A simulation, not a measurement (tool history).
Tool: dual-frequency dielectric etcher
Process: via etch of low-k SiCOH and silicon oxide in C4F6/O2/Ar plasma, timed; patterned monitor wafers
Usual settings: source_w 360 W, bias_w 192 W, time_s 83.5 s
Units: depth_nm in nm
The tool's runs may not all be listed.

run	day	source_w	bias_w	time_s	read-back reference wafer on the same gauge, depth_nm	depth_nm
1	0.000	360	192	83.5	203.1	230.1
2	1.658	360	192	83.5	203.0	229.9
# day 5.800: wet clean of the chamber
3	10.112	360	192	83.5	202.8	228.6
4	11.246	360	192	83.5	203.0	228.2
5	13.929	360	192	66.0	203.0	180.8
6	14.954	360	192	83.5	203.0	229.2
7	16.350	360	192	83.5	203.0	229.0
8	17.879	360	192	83.5	203.1	229.0
9	20.671	360	192	83.5	203.0	229.6
10	22.900	360	192	68.0	203.0	186.2
11	24.767	360	192	83.5	203.0	229.2
# day 25.038: bias power generator calibrated
12	26.221	360	192	83.5	203.0	229.0
# day 27.100: source power generator calibrated
13	28.133	360	192	83.5	203.1	233.6
# day 30.129: wet clean of the chamber
14	30.625	360	192	83.5	203.0	231.9
# day 32.229: gauge calibrated
15	33.496	290	164	83.5	203.0	211.7
16	34.642	360	192	83.5	203.1	231.9
17	40.650	360	192	83.5	202.9	232.8
18	41.950	360	154	106.5	203.0	284.2
19	43.279	360	192	59.0	203.1	164.3
20	44.896	400	192	59.0	203.0	169.0
21	47.350	360	192	98.5	203.0	274.8
22	49.488	400	204	59.0	202.9	171.6
# day 52.267: upper electrode replaced
# day 52.683: wet clean of the chamber
23	56.929	360	192	83.5	202.9	231.6
24	58.533	360	192	83.5	203.1	231.7
25	61.517	310	192	83.5	203.1	222.3
26	63.567	360	218	83.5	203.0	239.1
27	65.804	290	192	83.5	203.0	219.8
28	68.367	360	192	83.5	203.0	231.6

5 ways to go on from here, each from the tool as it stands after run 28. What would each give?
A	68.383	360	174	83.5	?	?
B	68.383	310	176	91.0	?	?
C	68.383	290	150	59.5	?	?
D	68.383	330	169	96.5	?	?
E	68.383	360	234	83.5	?	?

run	read-back reference wafer on the same gauge, depth_nm	depth_nm
A	203.0	227.6
B	203.0	239.1
C	203.0	148.9
D	203.0	255.5
E	203.0	242.7
Without the tool's hidden state the same runs would have given:
run	depth_nm
A	226.3
B	237.7
C	148.1
D	254.0
E	241.2

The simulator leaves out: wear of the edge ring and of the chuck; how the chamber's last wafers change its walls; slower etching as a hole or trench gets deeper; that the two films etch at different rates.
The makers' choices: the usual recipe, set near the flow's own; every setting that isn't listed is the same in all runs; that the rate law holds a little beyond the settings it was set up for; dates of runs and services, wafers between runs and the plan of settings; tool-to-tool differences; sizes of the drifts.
